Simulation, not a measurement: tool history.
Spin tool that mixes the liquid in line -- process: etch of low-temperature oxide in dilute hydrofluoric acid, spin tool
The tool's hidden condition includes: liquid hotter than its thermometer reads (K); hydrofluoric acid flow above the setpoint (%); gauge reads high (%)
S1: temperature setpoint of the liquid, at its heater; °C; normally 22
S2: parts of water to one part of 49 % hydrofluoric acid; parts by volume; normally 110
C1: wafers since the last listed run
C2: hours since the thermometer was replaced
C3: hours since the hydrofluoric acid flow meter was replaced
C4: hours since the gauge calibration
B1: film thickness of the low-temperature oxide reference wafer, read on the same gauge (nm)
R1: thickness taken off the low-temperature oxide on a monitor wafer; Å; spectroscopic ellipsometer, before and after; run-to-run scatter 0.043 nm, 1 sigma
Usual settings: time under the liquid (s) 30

Run 1, hour 0: usual settings but S1 18.5 °C; C1 0; C2 634.9; C3 1253.5; C4 121.2; B1 89.98. Result: R1 57.7 Å.
Run 2, hour 6.9: usual settings but S1 18.5 °C; C1 72; C2 641.8; C3 1260.4; C4 128.1; B1 89.99. Result: R1 57 Å.
Run 3, hour 21.7: usual settings but time under the liquid (s) 20; C1 156; C2 656.6; C3 1275.2; C4 142.9; B1 90.02. Result: R1 44.5 Å.
Run 4, hour 34.9: usual settings; C1 139; C2 669.8; C3 1288.4; C4 156.1; B1 90.03. Result: R1 66.1 Å.
Run 5, hour 51.2: usual settings; C1 172; C2 686.1; C3 1304.7; C4 172.4; B1 89.96. Result: R1 66 Å.
Run 6, hour 64.3: usual settings but S2 80 parts by volume; C1 138; C2 699.2; C3 1317.8; C4 185.5; B1 89.97. Result: R1 94.6 Å.
Run 7, hour 77.8: usual settings but S2 80 parts by volume; C1 142; C2 712.7; C3 1331.3; C4 199; B1 89.96. Result: R1 93.7 Å.
Run 8, hour 87.9: usual settings but S2 80 parts by volume; C1 106; C2 722.8; C3 1341.4; C4 209.1; B1 89.98. Result: R1 94 Å.
Run 9, hour 104.7: usual settings but S1 19.5 °C, S2 80 parts by volume; C1 177; C2 739.6; C3 1358.2; C4 225.9; B1 90.01. Result: R1 85.3 Å.
Run 10, hour 118.9: usual settings but S1 19.5 °C, S2 80 parts by volume; C1 150; C2 753.8; C3 1372.4; C4 240.1; B1 90. Result: R1 84.9 Å.
Run 11, hour 126.1: usual settings but S2 75 parts by volume; C1 76; C2 761; C3 1379.6; C4 247.3; B1 90.03. Result: R1 100.8 Å.
Run 12, hour 137.4: usual settings but S2 75 parts by volume; C1 119; C2 772.3; C3 1390.9; C4 258.6; B1 90.03. Result: R1 101.4 Å.
Run 13, hour 150.1: usual settings but time under the liquid (s) 40; C1 134; C2 785; C3 1403.6; C4 271.3; B1 90. Result: R1 87.6 Å.
Run 14, hour 157.7: usual settings but time under the liquid (s) 40; C1 80; C2 792.6; C3 1411.2; C4 278.9; B1 90. Result: R1 88.5 Å.
Run 15, hour 167.8: usual settings but S1 20 °C, time under the liquid (s) 15; C1 106; C2 802.7; C3 1421.3; C4 289; B1 89.98. Result: R1 30.3 Å.
Run 16, hour 176.6: usual settings but time under the liquid (s) 40; C1 93; C2 811.5; C3 1430.1; C4 297.8; B1 89.98. Result: R1 87.5 Å.
At hour 183.6: gauge calibrated.
Run 17, hour 189.7: usual settings but time under the liquid (s) 35; C1 138; C2 824.6; C3 1443.2; C4 6.1; B1 89.99. Result: R1 77.2 Å.
Run 18, hour 199.9: usual settings but S1 23.5 °C, time under the liquid (s) 15; C1 107; C2 834.8; C3 1453.4; C4 16.3; B1 89.96. Result: R1 35.2 Å.
Run 19, hour 210.4: usual settings but S2 150 parts by volume, time under the liquid (s) 35; C1 111; C2 845.3; C3 1463.9; C4 26.8; B1 90.02. Result: R1 54.5 Å.
Run 20, hour 222.9: usual settings but S1 26 °C, S2 90 parts by volume; C1 132; C2 857.8; C3 1476.4; C4 39.3; B1 89.99. Result: R1 97 Å.
Run 21, hour 234.4: usual settings but S1 20 °C, time under the liquid (s) 40; C1 121; C2 869.3; C3 1487.9; C4 50.8; B1 90.01. Result: R1 81 Å.
At hour 237.4: hydrofluoric acid flow meter replaced.
At hour 246.5: thermometer replaced.
Run 22, hour 247: usual settings but S1 17.5 °C, time under the liquid (s) 20; C1 112; C2 0.5; C3 9.6; C4 63.4; B1 90.02. Result: R1 36.7 Å.
Run 23, hour 258.7: usual settings but S1 24.5 °C, S2 90 parts by volume, time under the liquid (s) 45; C1 123; C2 12.2; C3 21.3; C4 75.1; B1 90. Result: R1 139.1 Å.
Run 24, hour 267.2: usual settings but S1 20 °C, time under the liquid (s) 40; C1 89; C2 20.7; C3 29.8; C4 83.6; B1 89.96. Result: R1 82.1 Å.
Run 25, hour 278.1: usual settings but S1 18.5 °C, time under the liquid (s) 20; C1 115; C2 31.6; C3 40.7; C4 94.5; B1 90.03. Result: R1 38.3 Å.
Run 26, hour 292.4: usual settings but S2 150 parts by volume, time under the liquid (s) 25; C1 151; C2 45.9; C3 55; C4 108.8; B1 90.05. Result: R1 38.5 Å.
Run 27, hour 299.2: usual settings but S1 19 °C, S2 70 parts by volume; C1 71; C2 52.7; C3 61.8; C4 115.6; B1 89.94. Result: R1 97 Å.
Run 28, hour 313.5: usual settings but S2 135 parts by volume; C1 151; C2 67; C3 76.1; C4 129.9; B1 90.03. Result: R1 52.7 Å.

How the hidden state differs across the entries between the runs, from the last listed run before each to the first after it:
From run 16 to run 17: gauge calibrated (hour 183.6)
  nothing in the hidden state changes from one run to the other
From run 21 to run 22: hydrofluoric acid flow meter replaced (hour 237.4); thermometer replaced (hour 246.5)
  nothing in the hidden state changes from one run to the other
